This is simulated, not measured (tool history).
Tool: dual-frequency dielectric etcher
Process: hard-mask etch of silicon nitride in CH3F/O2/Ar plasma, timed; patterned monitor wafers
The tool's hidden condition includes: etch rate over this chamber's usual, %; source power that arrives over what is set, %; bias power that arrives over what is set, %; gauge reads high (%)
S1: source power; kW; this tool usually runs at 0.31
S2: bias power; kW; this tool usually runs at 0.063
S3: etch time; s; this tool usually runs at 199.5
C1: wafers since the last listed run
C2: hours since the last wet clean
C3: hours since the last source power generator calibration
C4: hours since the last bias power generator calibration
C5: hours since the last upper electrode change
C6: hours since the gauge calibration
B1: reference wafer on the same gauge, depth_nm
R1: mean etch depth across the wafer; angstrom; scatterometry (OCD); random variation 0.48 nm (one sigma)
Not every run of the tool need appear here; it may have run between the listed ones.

run 1 day=0 | S1=0.31 S2=0.063 S3=199.5 | C1=0 C2=397.4 C3=2820.4 C4=2659.1 C5=2800.3 C6=681.9 | B1=109.1 | R1=1332
-- day=7.658 wet clean of the chamber
run 2 day=10.825 | S1=0.31 S2=0.063 S3=199.5 | C1=2167 C2=76 C3=3080.2 C4=2918.9 C5=3060.1 C6=941.7 | B1=109.1 | R1=1343
run 3 day=13.192 | S1=0.31 S2=0.063 S3=199.5 | C1=522 C2=132.8 C3=3137 C4=2975.7 C5=3116.9 C6=998.5 | B1=109 | R1=1336
run 4 day=16.492 | S1=0.31 S2=0.063 S3=199.5 | C1=728 C2=212 C3=3216.2 C4=3054.9 C5=3196.1 C6=1077.7 | B1=109 | R1=1340
run 5 day=18.404 | S1=0.31 S2=0.063 S3=199.5 | C1=421 C2=257.9 C3=3262.1 C4=3100.8 C5=3242 C6=1123.6 | B1=108.9 | R1=1346
run 6 day=21.058 | S1=0.31 S2=0.063 S3=199.5 | C1=585 C2=321.6 C3=3325.8 C4=3164.5 C5=3305.7 C6=1187.3 | B1=109 | R1=1325
-- day=21.454 gauge calibrated
run 7 day=24.138 | S1=0.31 S2=0.073 S3=234 | C1=679 C2=395.5 C3=3399.7 C4=3238.4 C5=3379.6 C6=64.4 | B1=109 | R1=1659
-- day=25.342 source power generator calibrated
-- day=28.892 wet clean of the chamber
run 8 day=31.429 | S1=0.28 S2=0.063 S3=199.5 | C1=1351 C2=60.9 C3=146.1 C4=3413.4 C5=3554.6 C6=239.4 | B1=109 | R1=1287
run 9 day=34.754 | S1=0.39 S2=0.063 S3=199.5 | C1=733 C2=140.7 C3=225.9 C4=3493.2 C5=3634.4 C6=319.2 | B1=109 | R1=1453
run 10 day=37.146 | S1=0.31 S2=0.063 S3=199.5 | C1=527 C2=198.1 C3=283.3 C4=3550.6 C5=3691.8 C6=376.6 | B1=108.9 | R1=1324

What will run 11 give?
run 11 day=39.129 | S1=0.31 S2=0.063 S3=199.5 | C1=437 C2=245.7 C3=330.9 C4=3598.2 C5=3739.4 C6=424.2 | B1=? | R1=?

{"run 11": {"B1": 109, "R1": 1338}}
Had the tool carried no hidden state, the very same run would have given R1 1351 angstrom.
